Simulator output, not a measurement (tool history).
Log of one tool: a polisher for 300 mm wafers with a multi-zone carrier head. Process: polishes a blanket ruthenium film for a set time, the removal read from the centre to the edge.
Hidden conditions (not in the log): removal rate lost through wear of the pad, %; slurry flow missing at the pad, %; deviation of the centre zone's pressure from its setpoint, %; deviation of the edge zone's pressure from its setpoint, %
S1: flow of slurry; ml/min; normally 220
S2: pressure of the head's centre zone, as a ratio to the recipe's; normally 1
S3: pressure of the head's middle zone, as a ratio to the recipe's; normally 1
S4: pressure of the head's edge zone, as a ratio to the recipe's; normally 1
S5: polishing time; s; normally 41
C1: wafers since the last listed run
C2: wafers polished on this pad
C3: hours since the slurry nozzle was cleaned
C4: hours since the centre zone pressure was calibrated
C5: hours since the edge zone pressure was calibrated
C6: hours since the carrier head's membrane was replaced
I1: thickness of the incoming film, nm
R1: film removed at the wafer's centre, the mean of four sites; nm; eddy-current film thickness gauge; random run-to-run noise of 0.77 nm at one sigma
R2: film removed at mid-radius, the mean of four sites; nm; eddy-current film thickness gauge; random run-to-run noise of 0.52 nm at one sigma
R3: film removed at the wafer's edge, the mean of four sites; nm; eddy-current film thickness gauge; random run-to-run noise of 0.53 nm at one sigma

| run | day | S1 | S2 | S3 | S4 | S5 | C1 | C2 | C3 | C4 | C5 | C6 | I1 | R1 | R2 | R3 |
|---|---|---|---|---|---|---|---|---|---|---|---|---|---|---|---|---|
| 1 | 0 | 195 | 1 | 0.91 | 1 | 41 | 0 | 590 | 53.5 | 83.3 | 69.6 | 993.8 | 255.3 | 52.3 | 49.2 | 54.9 |
| 2 | 0.538 | 220 | 0.96 | 1 | 1 | 41 | 148 | 739 | 66.4 | 96.2 | 82.5 | 1006.7 | 246.9 | 51.9 | 53.5 | 54.4 |
| 3 | 1.046 | 195 | 0.89 | 1 | 1.1 | 28 | 140 | 880 | 78.6 | 108.4 | 94.7 | 1018.9 | 248.7 | 32.6 | 36 | 39.1 |
| 4 | 1.488 | 265 | 1 | 1.05 | 1 | 45 | 122 | 1002 | 89.2 | 119 | 105.3 | 1029.5 | 246.9 | 58.7 | 60.1 | 59.9 |
| 5 | 2.008 | 220 | 1 | 1 | 1 | 41 | 144 | 1146 | 101.7 | 131.5 | 117.8 | 1042 | 250.2 | 51.4 | 52.2 | 54 |
|  | 2.204 | worn pad replaced by a new one |
| 6 | 2.746 | 220 | 1 | 1 | 1 | 41 | 157 | 150 | 119.4 | 149.2 | 135.5 | 1059.7 | 251.4 | 55.4 | 54.8 | 56.7 |
| 7 | 3.229 | 220 | 1.07 | 1.07 | 1 | 49 | 133 | 283 | 131 | 160.8 | 147.1 | 1071.3 | 248.4 | 69.6 | 70.5 | 67.7 |
| 8 | 3.921 | 275 | 1.11 | 1 | 1 | 41 | 191 | 475 | 147.6 | 177.4 | 163.7 | 1087.9 | 250.3 | 57.3 | 55.2 | 56.8 |
|  | 4.225 | carrier head's membrane replaced by a new one |
| 9 | 4.521 | 220 | 1 | 1 | 1 | 35 | 108 | 583 | 162 | 191.8 | 178.1 | 7.1 | 248.2 | 45.6 | 46.6 | 47.9 |
| 10 | 4.779 | 250 | 0.95 | 1.04 | 0.9 | 41 | 71 | 655 | 168.2 | 198 | 184.3 | 13.3 | 251.3 | 53.8 | 55.8 | 53.1 |
| 11 | 5.296 | 175 | 0.94 | 1 | 1.08 | 45 | 142 | 798 | 180.6 | 210.4 | 196.7 | 25.7 | 247.2 | 55 | 58 | 62 |
| 12 | 5.792 | 250 | 1 | 1 | 1.07 | 31 | 137 | 935 | 192.5 | 222.3 | 208.6 | 37.6 | 251.8 | 40.6 | 40.6 | 42.7 |
| 13 | 6.129 | 290 | 1.09 | 1 | 1 | 50 | 93 | 1028 | 200.6 | 230.4 | 216.7 | 45.7 | 251 | 69.6 | 65.5 | 68 |
| 14 | 6.8 | 220 | 1 | 1 | 1 | 54 | 185 | 1214 | 216.7 | 246.5 | 232.8 | 61.8 | 250.6 | 68.2 | 68.7 | 71.9 |
| 15 | 7.217 | 220 | 1 | 1 | 1 | 29 | 115 | 1329 | 226.7 | 256.5 | 242.8 | 71.8 | 248.8 | 37.4 | 37 | 38.1 |
|  | 7.438 | worn pad replaced by a new one |
| 16 | 7.821 | 220 | 1 | 1 | 1.05 | 41 | 121 | 105 | 241.2 | 271 | 257.3 | 86.3 | 250.5 | 55.3 | 55.3 | 59.3 |
| 17 | 8.338 | 220 | 0.92 | 1 | 1 | 41 | 142 | 248 | 253.6 | 283.4 | 269.7 | 98.7 | 249.9 | 50.6 | 56.6 | 56.8 |
| 18 | 9.062 | 190 | 0.94 | 1 | 0.96 | 41 | 200 | 449 | 271 | 300.8 | 287.1 | 116.1 | 250 | 50.5 | 54 | 54.1 |
| 19 | 9.667 | 220 | 1 | 1 | 1 | 41 | 167 | 616 | 285.5 | 315.3 | 301.6 | 130.6 | 248.6 | 54 | 54.1 | 55.7 |
| 20 | 10.179 | 220 | 1 | 1 | 1 | 41 | 141 | 758 | 297.8 | 327.6 | 313.9 | 142.9 | 245.7 | 54.3 | 53.2 | 55.5 |
| 21 | 10.596 | 220 | 1.06 | 1 | 1 | 41 | 115 | 873 | 307.8 | 337.6 | 323.9 | 152.9 | 251.7 | 56.4 | 54.7 | 56.2 |
| 22 | 10.988 | 275 | 1.11 | 1 | 1 | 41 | 108 | 982 | 317.2 | 347 | 333.3 | 162.3 | 250.2 | 57.1 | 55 | 56.1 |

Here are 5 independent what-if runs from the current tool condition. What would each one return?
| A | 11.004 | 220 | 1 | 1 | 1 | 41 | 4 | 986 | 317.6 | 347.4 | 333.7 | 162.7 | 253.6 | ? | ? | ? |
| B | 11.004 | 220 | 1 | 1 | 0.89 | 41 | 4 | 986 | 317.6 | 347.4 | 333.7 | 162.7 | 253.6 | ? | ? | ? |
| C | 11.004 | 220 | 1 | 1.12 | 1 | 41 | 4 | 986 | 317.6 | 347.4 | 333.7 | 162.7 | 253.6 | ? | ? | ? |
| D | 11.004 | 220 | 1 | 1 | 1 | 34 | 4 | 986 | 317.6 | 347.4 | 333.7 | 162.7 | 253.6 | ? | ? | ? |
| E | 11.004 | 220 | 1 | 1.05 | 1 | 41 | 4 | 986 | 317.6 | 347.4 | 333.7 | 162.7 | 253.6 | ? | ? | ? |

| run | R1 | R2 | R3 |
|---|---|---|---|
| A | 53.2 | 53.2 | 56.1 |
| B | 53.2 | 53.2 | 53.1 |
| C | 53.2 | 58.6 | 56 |
| D | 44.1 | 44.1 | 46.5 |
| E | 53.2 | 55.4 | 56.1 |
Without the tool's unlogged condition, the same runs would have read:
| run | R1 | R2 | R3 |
|---|---|---|---|
| A | 55.7 | 55.8 | 58.8 |
| B | 55.7 | 55.8 | 55.7 |
| C | 55.8 | 61.4 | 58.7 |
| D | 46.2 | 46.2 | 48.8 |
| E | 55.7 | 58.1 | 58.8 |

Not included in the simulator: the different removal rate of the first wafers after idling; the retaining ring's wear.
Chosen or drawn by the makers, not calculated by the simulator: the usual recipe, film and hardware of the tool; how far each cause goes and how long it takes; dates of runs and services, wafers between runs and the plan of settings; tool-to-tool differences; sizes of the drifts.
